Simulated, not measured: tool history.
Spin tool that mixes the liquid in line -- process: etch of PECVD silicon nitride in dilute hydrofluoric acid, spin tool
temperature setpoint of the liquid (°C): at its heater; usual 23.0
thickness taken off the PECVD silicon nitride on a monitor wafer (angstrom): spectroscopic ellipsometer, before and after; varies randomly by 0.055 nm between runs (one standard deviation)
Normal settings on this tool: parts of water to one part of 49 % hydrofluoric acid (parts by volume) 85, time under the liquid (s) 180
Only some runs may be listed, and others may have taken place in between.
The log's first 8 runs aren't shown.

run	hour	temperature setpoint of the liquid (°C)	parts of water to one part of 49 % hydrofluoric acid (parts by volume)	time under the liquid (s)	read-back film thickness of the PECVD silicon nitride reference wafer, read on the same gauge (nm)	thickness taken off the PECVD silicon nitride on a monitor wafer (angstrom)
9	185.1	23.0	85	180	129.96	64.0
10	218.5	23.0	85	180	129.97	65.5
11	250.2	23.0	85	180	130.05	64.4
12	274.2	23.0	85	180	129.93	65.2
13	304.3	23.0	85	180	129.99	64.5
14	332.5	23.0	115	180	130.00	48.3
15	364.0	23.0	115	180	130.03	49.2
16	398.5	21.5	85	180	130.01	59.7
17	434.1	26.5	85	180	130.01	82.5
18	455.1	19.0	125	145	130.02	27.7
19	479.1	23.0	85	150	130.00	54.8
20	543.6	23.0	85	180	129.98	65.9
# hour 563.1: thermometer replaced
21	566.8	26.0	85	95	130.03	42.8
22	591.8	23.0	85	180	130.02	66.5
23	606.6	26.5	70	75	129.99	42.0
24	618.8	18.0	60	255	130.00	95.2
# hour 635.8: gauge calibrated
25	645.5	23.0	85	180	129.95	66.2
26	675.7	18.5	70	280	130.00	91.3
27	702.2	23.0	85	180	129.96	67.8
28	721.5	23.0	85	180	129.98	66.9
# hour 723.8: hydrofluoric acid flow meter replaced
29	753.7	26.5	85	180	129.98	78.8
30	789.5	24.5	110	250	130.00	74.7
31	811.9	27.5	125	95	129.98	30.3
32	846.8	27.5	85	80	129.99	38.1
33	912.3	23.0	100	110	129.97	33.5

Consider 4 possible next runs. They are alternatives, not a sequence: every one starts from the tool as it was left by run 33. What does each give?
A	912.8	23.0	85	180	?	?
B	912.8	27.5	85	120	?	?
C	912.8	18.0	70	180	?	?
D	912.8	20.5	110	130	?	?

run	read-back film thickness of the PECVD silicon nitride reference wafer, read on the same gauge (nm)	thickness taken off the PECVD silicon nitride on a monitor wafer (angstrom)
A	130.03	63.3
B	130.03	56.7
C	130.03	54.3
D	130.03	30.0
Without the tool's hidden state the same runs would have given:
run	thickness taken off the PECVD silicon nitride on a monitor wafer (angstrom)
A	61.5
B	55.1
C	52.8
D	29.2
